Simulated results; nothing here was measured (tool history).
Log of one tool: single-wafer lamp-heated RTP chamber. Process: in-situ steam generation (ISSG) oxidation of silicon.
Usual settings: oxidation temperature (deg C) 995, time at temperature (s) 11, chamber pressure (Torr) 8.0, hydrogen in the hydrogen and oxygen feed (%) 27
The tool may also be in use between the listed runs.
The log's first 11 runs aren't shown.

run    hour  oxidation temperature (deg C)  time at temperature (s)  chamber pressure (Torr)  hydrogen in the hydrogen and oxygen feed (%)  wafers since the last listed run  wafers since the last pyrometer calibration  hours since the pressure gauge was zeroed  hours since the hydrogen flow controller was replaced  hours since the gauge calibration  read-back reference wafer on the same gauge, thickness  oxide thickness on the monitor wafer (nm)
      720.2  -- pyrometer window cleaned and pyrometer calibrated
 12   739.9                            995                       12                      8.0                                            24                               827                                          271                                     3863.1                                                 4242.1                             3183.6                                                   4.730                                      4.378
 13   779.1                            995                        8                      8.0                                            21                               539                                          811                                     3902.3                                                 4281.3                             3222.8                                                   4.740                                      3.579
 14   980.2                            995                       11                      8.0                                            27                              2767                                         3579                                     4103.4                                                 4482.4                             3423.9                                                   4.730                                      4.368
 15  1055.3                            981                        8                      8.0                                            32                              1033                                         4612                                     4178.5                                                 4557.5                             3499.0                                                   4.740                                      3.907
     1139.2  -- hydrogen flow controller replaced
 16  1144.9                           1005                       12                      7.3                                            17                              1123                                         5735                                     4268.1                                                    5.7                             3588.6                                                   4.745                                      4.197
 17  1196.1                            995                       11                      8.0                                            27                               704                                         6440                                     4319.3                                                   56.9                             3639.8                                                   4.742                                      4.447
     1237.5  -- gauge calibrated
     1276.4  -- pressure gauge zeroed
 18  1297.3                           1005                        8                      7.4                                            21                              1282                                         7723                                       20.9                                                  158.1                               59.8                                                   4.742                                      3.771
 19  1392.6                           1002                       11                      8.0                                            27                              1311                                         9034                                      116.2                                                  253.4                              155.1                                                   4.739                                      4.597
     1411.0  -- pyrometer window cleaned and pyrometer calibrated
 20  1489.7                           1010                        9                      8.0                                            27                              1226                                         1083                                      213.3                                                  350.5                              252.2                                                   4.738                                      4.207
 21  1573.4                            995                       11                      8.0                                            27                              1151                                         2235                                      297.0                                                  434.2                              335.9                                                   4.744                                      4.370
 22  1672.6                            995                       11                      8.0                                            27                              1365                                         3600                                      396.2                                                  533.4                              435.1                                                   4.744                                      4.389
 23  1770.3                           1007                        7                      6.9                                            22                              1344                                         4945                                      493.9                                                  631.1                              532.8                                                   4.738                                      3.551
 24  1837.8                            995                       11                      8.0                                            27                               929                                         5874                                      561.4                                                  698.6                              600.3                                                   4.745                                      4.407
 25  1881.9                            995                       11                      9.2                                            27                               606                                         6481                                      605.5                                                  742.7                              644.4                                                   4.736                                      4.342
 26  1987.4                           1009                       15                      8.6                                            23                              1452                                         7933                                      711.0                                                  848.2                              749.9                                                   4.739                                      5.140
     2076.2  -- pyrometer window cleaned and pyrometer calibrated
 27  2076.7                            995                        9                      8.0                                            21                              1118                                            7                                      800.3                                                  937.5                              839.2                                                   4.743                                      3.739
 28  2129.5                            995                       11                      8.0                                            27                               726                                          734                                      853.1                                                  990.3                              892.0                                                   4.738                                      4.357
 29  2198.6                            986                       11                      8.0                                            18                               951                                         1685                                      922.2                                                 1059.4                              961.1                                                   4.738                                      3.814
 30  2277.2                            995                       11                      8.0                                            27                              1081                                         2767                                     1000.8                                                 1138.0                             1039.7                                                   4.744                                      4.347

5 ways to go on from here, each from the tool as it stands after run 30. What would each give?
  A  2277.6                            995                       11                      8.0                                            27                                 5                                         2772                                     1001.2                                                 1138.4                             1040.1                                                       ?                                          ?
  B  2277.6                            995                       11                      8.0                                            32                                 5                                         2772                                     1001.2                                                 1138.4                             1040.1                                                       ?                                          ?
  C  2277.6                            986                       13                      8.0                                            32                                 5                                         2772                                     1001.2                                                 1138.4                             1040.1                                                       ?                                          ?
  D  2277.6                            995                       14                      6.9                                            27                                 5                                         2772                                     1001.2                                                 1138.4                             1040.1                                                       ?                                          ?
  E  2277.6                            995                       11                      8.0                                            20                                 5                                         2772                                     1001.2                                                 1138.4                             1040.1                                                       ?                                          ?

run  read-back reference wafer on the same gauge, thickness  oxide thickness on the monitor wafer (nm)
  A                                                   4.739                                      4.343
  B                                                   4.739                                      4.559
  C                                                   4.739                                      4.735
  D                                                   4.739                                      4.797
  E                                                   4.739                                      4.011
Without the tool's hidden state the same runs would have given:
run  oxide thickness on the monitor wafer (nm)
  A                                      4.332
  B                                      4.548
  C                                      4.723
  D                                      4.783
  E                                      4.001
